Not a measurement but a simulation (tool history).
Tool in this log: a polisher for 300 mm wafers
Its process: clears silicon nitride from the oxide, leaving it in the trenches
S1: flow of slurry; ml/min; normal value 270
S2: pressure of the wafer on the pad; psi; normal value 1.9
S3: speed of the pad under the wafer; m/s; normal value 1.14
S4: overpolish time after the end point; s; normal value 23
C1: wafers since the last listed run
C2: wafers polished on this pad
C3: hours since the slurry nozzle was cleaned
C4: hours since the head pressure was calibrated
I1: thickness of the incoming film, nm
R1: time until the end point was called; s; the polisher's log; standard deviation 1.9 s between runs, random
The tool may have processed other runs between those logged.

| run | hour | S1 | S2 | S3 | S4 | C1 | C2 | C3 | C4 | I1 | R1 |
|---|---|---|---|---|---|---|---|---|---|---|---|
| 1 | 0.0 | 270 | 2.4 | 1.14 | 23 | 0 | 425 | 191.6 | 357.9 | 108.9 | 133.1 |
| 2 | 81.3 | 270 | 2.4 | 1.14 | 23 | 352 | 777 | 272.9 | 439.2 | 111.5 | 137.4 |
|  | 122.6 | slurry nozzle cleaned |
| 3 | 153.9 | 270 | 1.9 | 1.14 | 30 | 310 | 1088 | 31.3 | 511.8 | 110.1 | 167.9 |
|  | 190.1 | worn pad replaced by a new one |
| 4 | 193.0 | 270 | 1.9 | 1.14 | 23 | 152 | 12 | 70.4 | 550.9 | 109.5 | 142.2 |
| 5 | 290.0 | 335 | 1.9 | 1.14 | 23 | 420 | 433 | 167.4 | 647.9 | 110.8 | 156.2 |
| 6 | 368.9 | 270 | 1.9 | 1.14 | 15 | 341 | 775 | 246.3 | 726.8 | 108.8 | 160.2 |
|  | 403.8 | slurry nozzle cleaned |
| 7 | 442.1 | 270 | 1.9 | 1.14 | 15 | 312 | 1087 | 38.3 | 800.0 | 111.2 | 164.4 |
|  | 472.5 | worn pad replaced by a new one |
| 8 | 518.5 | 270 | 1.9 | 1.14 | 23 | 313 | 199 | 114.7 | 876.4 | 110.5 | 154.0 |
| 9 | 572.4 | 270 | 1.9 | 0.92 | 23 | 233 | 432 | 168.6 | 930.3 | 109.6 | 193.3 |
| 10 | 631.5 | 270 | 1.9 | 0.92 | 23 | 256 | 689 | 227.7 | 989.4 | 110.2 | 203.6 |
|  | 681.9 | slurry nozzle cleaned |
|  | 689.4 | head pressure recalibrated |
| 11 | 708.8 | 270 | 1.9 | 1.14 | 19 | 322 | 1011 | 26.9 | 19.4 | 108.3 | 168.1 |
|  | 770.6 | worn pad replaced by a new one |
| 12 | 794.5 | 330 | 1.9 | 1.50 | 34 | 354 | 103 | 112.6 | 105.1 | 108.9 | 112.2 |
| 13 | 850.2 | 270 | 1.9 | 1.14 | 23 | 241 | 345 | 168.3 | 160.8 | 111.2 | 162.5 |
| 14 | 939.1 | 270 | 1.6 | 1.14 | 23 | 385 | 730 | 257.2 | 249.7 | 111.0 | 188.6 |
|  | 996.4 | slurry nozzle cleaned |
| 15 | 1041.0 | 340 | 2.2 | 1.48 | 23 | 437 | 1167 | 44.6 | 351.6 | 110.3 | 107.4 |
|  | 1047.8 | worn pad replaced by a new one |
| 16 | 1078.1 | 185 | 1.6 | 0.82 | 11 | 143 | 131 | 81.7 | 388.7 | 110.4 | 248.3 |
| 17 | 1138.7 | 305 | 1.7 | 1.14 | 23 | 262 | 393 | 142.3 | 449.3 | 109.3 | 166.7 |
| 18 | 1199.7 | 270 | 1.9 | 1.14 | 23 | 264 | 658 | 203.3 | 510.3 | 110.7 | 159.5 |
|  | 1269.3 | slurry nozzle cleaned |
| 19 | 1283.8 | 230 | 1.5 | 1.42 | 36 | 360 | 1018 | 14.5 | 594.4 | 108.1 | 157.6 |
|  | 1334.8 | worn pad replaced by a new one |
| 20 | 1340.6 | 270 | 1.9 | 0.84 | 32 | 228 | 25 | 71.3 | 651.2 | 110.7 | 195.8 |

Selected run-to-run steps in R1, each split into two signed amounts: the part the tool would show with no hidden state at all (from settings, incoming material and random variation), and the remainder, which goes to the hidden state together with any gauge scatter not common to the measured and the hidden-state-free results:
What the log doesn't record here: removal rate lost through wear of the pad, %; slurry flow missing at the pad, %; deviation of the head's pressure from its setpoint, %.
Run 3 -> 4: S4 30 -> 23, worn pad replaced by a new one. R1 -25.7 s: hidden state -20.2, all else -5.5.
Run 15 -> 16: S1 340 -> 185, S2 2.2 -> 1.6, S3 1.48 -> 0.82, S4 23 -> 11, worn pad replaced by a new one. R1 +140.9 s: hidden state -13.2, all else +154.1.
Run 16 -> 17: S1 185 -> 305, S2 1.6 -> 1.7, S3 0.82 -> 1.14, S4 11 -> 23. R1 -81.6 s: hidden state +8.8, all else -90.4.
Run 19 -> 20: S1 230 -> 270, S2 1.5 -> 1.9, S3 1.42 -> 0.84, S4 36 -> 32, worn pad replaced by a new one. R1 +38.2 s: hidden state -20.5, all else +58.7.
